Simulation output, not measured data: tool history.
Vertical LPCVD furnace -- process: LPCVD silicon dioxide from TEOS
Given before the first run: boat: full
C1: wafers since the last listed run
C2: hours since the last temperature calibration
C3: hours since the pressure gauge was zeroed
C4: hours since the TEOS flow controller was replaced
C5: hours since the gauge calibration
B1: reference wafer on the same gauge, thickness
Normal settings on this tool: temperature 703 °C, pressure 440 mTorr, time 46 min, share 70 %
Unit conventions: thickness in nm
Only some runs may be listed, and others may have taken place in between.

run 1 hour=0 | temperature=703 pressure=440 time=40 share=74 | C1=0 C2=2385 C3=2916.6 C4=4858.4 C5=480.2 | B1=440.11 | thickness=377.94
run 2 hour=23.4 | temperature=703 pressure=500 time=46 share=70 | C1=399 C2=2408.4 C3=2940 C4=4881.8 C5=503.6 | B1=439.77 | thickness=450.87
run 3 hour=35.6 | temperature=703 pressure=500 time=46 share=70 | C1=208 C2=2420.6 C3=2952.2 C4=4894 C5=515.8 | B1=439.64 | thickness=448.91
run 4 hour=62.9 | temperature=703 pressure=500 time=46 share=70 | C1=465 C2=2447.9 C3=2979.5 C4=4921.3 C5=543.1 | B1=440.04 | thickness=449.42
run 5 hour=89.1 | temperature=696 pressure=440 time=46 share=70 | C1=447 C2=2474.1 C3=3005.7 C4=4947.5 C5=569.3 | B1=440.32 | thickness=358.71
-- hour=129.2 pressure gauge zeroed
run 6 hour=129.7 | temperature=696 pressure=440 time=46 share=70 | C1=283 C2=2514.7 C3=0.5 C4=4988.1 C5=609.9 | B1=440.47 | thickness=370
run 7 hour=134.7 | temperature=703 pressure=440 time=46 share=70 | C1=85 C2=2519.7 C3=5.5 C4=4993.1 C5=614.9 | B1=439.61 | thickness=433.57
run 8 hour=187.2 | temperature=703 pressure=440 time=46 share=70 | C1=896 C2=2572.2 C3=58 C4=5045.6 C5=667.4 | B1=440.13 | thickness=435.27
run 9 hour=204.7 | temperature=703 pressure=440 time=46 share=70 | C1=298 C2=2589.7 C3=75.5 C4=5063.1 C5=684.9 | B1=439.72 | thickness=434.5
-- hour=229.9 TEOS flow controller replaced
run 10 hour=230.4 | temperature=714 pressure=360 time=57.5 share=78 | C1=29 C2=2615.4 C3=101.2 C4=0.5 C5=710.6 | B1=439.5 | thickness=668.26
-- hour=237.8 gauge calibrated
-- hour=255 thermocouples replaced and temperature profile calibrated
run 11 hour=255.5 | temperature=703 pressure=440 time=46 share=65 | C1=18 C2=0.5 C3=126.3 C4=25.6 C5=17.7 | B1=440.38 | thickness=399.23
run 12 hour=266.5 | temperature=703 pressure=440 time=46 share=70 | C1=187 C2=11.5 C3=137.3 C4=36.6 C5=28.7 | B1=439.69 | thickness=415.07
run 13 hour=291.1 | temperature=703 pressure=440 time=38.5 share=70 | C1=419 C2=36.1 C3=161.9 C4=61.2 C5=53.3 | B1=440 | thickness=345.52
run 14 hour=316.1 | temperature=692 pressure=345 time=58.5 share=70 | C1=426 C2=61.1 C3=186.9 C4=86.2 C5=78.3 | B1=439.97 | thickness=359.06
run 15 hour=350.8 | temperature=708 pressure=440 time=33.5 share=74 | C1=592 C2=95.8 C3=221.6 C4=120.9 C5=113 | B1=439.87 | thickness=345.75
run 16 hour=373.2 | temperature=703 pressure=370 time=28 share=70 | C1=382 C2=118.2 C3=244 C4=143.3 C5=135.4 | B1=440.17 | thickness=230.68
run 17 hour=387.2 | temperature=703 pressure=440 time=51 share=77 | C1=238 C2=132.2 C3=258 C4=157.3 C5=149.4 | B1=439.77 | thickness=481.1
run 18 hour=421.4 | temperature=698 pressure=440 time=46 share=70 | C1=583 C2=166.4 C3=292.2 C4=191.5 C5=183.6 | B1=440.37 | thickness=368.23
run 19 hour=483.5 | temperature=697 pressure=490 time=35.5 share=82 | C1=1059 C2=228.5 C3=354.3 C4=253.6 C5=245.7 | B1=439.97 | thickness=316.53
run 20 hour=497 | temperature=703 pressure=520 time=58.5 share=70 | C1=230 C2=242 C3=367.8 C4=267.1 C5=259.2 | B1=439.72 | thickness=572.07
run 21 hour=527.5 | temperature=708 pressure=530 time=46 share=80 | C1=520 C2=272.5 C3=398.3 C4=297.6 C5=289.7 | B1=440.05 | thickness=545.77
run 22 hour=553.5 | temperature=703 pressure=440 time=46 share=70 | C1=443 C2=298.5 C3=424.3 C4=323.6 C5=315.7 | B1=439.58 | thickness=414.04
run 23 hour=576.5 | temperature=703 pressure=440 time=46 share=70 | C1=392 C2=321.5 C3=447.3 C4=346.6 C5=338.7 | B1=440.22 | thickness=413.97
run 24 hour=592.7 | temperature=703 pressure=440 time=46 share=70 | C1=276 C2=337.7 C3=463.5 C4=362.8 C5=354.9 | B1=440.08 | thickness=413.81
run 25 hour=609.9 | temperature=703 pressure=440 time=46 share=70 | C1=293 C2=354.9 C3=480.7 C4=380 C5=372.1 | B1=440 | thickness=413.35
run 26 hour=629.2 | temperature=692 pressure=440 time=63.5 share=80 | C1=329 C2=374.2 C3=500 C4=399.3 C5=391.4 | B1=439.97 | thickness=470.71
run 27 hour=656.7 | temperature=699 pressure=440 time=46 share=70 | C1=469 C2=401.7 C3=527.5 C4=426.8 C5=418.9 | B1=440.31 | thickness=376.61
run 28 hour=686.4 | temperature=697 pressure=490 time=35.5 share=82 | C1=506 C2=431.4 C3=557.2 C4=456.5 C5=448.6 | B1=439.92 | thickness=317.28
run 29 hour=707.6 | temperature=703 pressure=440 time=37.5 share=70 | C1=361 C2=452.6 C3=578.4 C4=477.7 C5=469.8 | B1=440.04 | thickness=336.9
run 30 hour=728 | temperature=703 pressure=480 time=46 share=70 | C1=348 C2=473 C3=598.8 C4=498.1 C5=490.2 | B1=439.92 | thickness=432.58
run 31 hour=748.8 | temperature=703 pressure=440 time=46 share=70 | C1=355 C2=493.8 C3=619.6 C4=518.9 C5=511 | B1=440.09 | thickness=414.56

What if the next run were any one of these 4? Each begins from the tool's condition after run 31:
run A hour=753.6 | temperature=703 pressure=440 time=29.5 share=70 | C1=81 C2=498.6 C3=624.4 C4=523.7 C5=515.8 | B1=? | thickness=?
run B hour=753.6 | temperature=703 pressure=440 time=30 share=70 | C1=81 C2=498.6 C3=624.4 C4=523.7 C5=515.8 | B1=? | thickness=?
run C hour=753.6 | temperature=703 pressure=440 time=62 share=70 | C1=81 C2=498.6 C3=624.4 C4=523.7 C5=515.8 | B1=? | thickness=?
run D hour=753.6 | temperature=699 pressure=400 time=29.5 share=64 | C1=81 C2=498.6 C3=624.4 C4=523.7 C5=515.8 | B1=? | thickness=?

run=A B1=439.78 thickness=265.23
run=B B1=439.78 thickness=269.72
run=C B1=439.78 thickness=557.43
run=D B1=439.78 thickness=220.16
Stripped of hidden state, with their random variation kept, the same runs would have yielded:
run=A thickness=264.32
run=B thickness=268.8
run=C thickness=555.53
run=D thickness=219.61

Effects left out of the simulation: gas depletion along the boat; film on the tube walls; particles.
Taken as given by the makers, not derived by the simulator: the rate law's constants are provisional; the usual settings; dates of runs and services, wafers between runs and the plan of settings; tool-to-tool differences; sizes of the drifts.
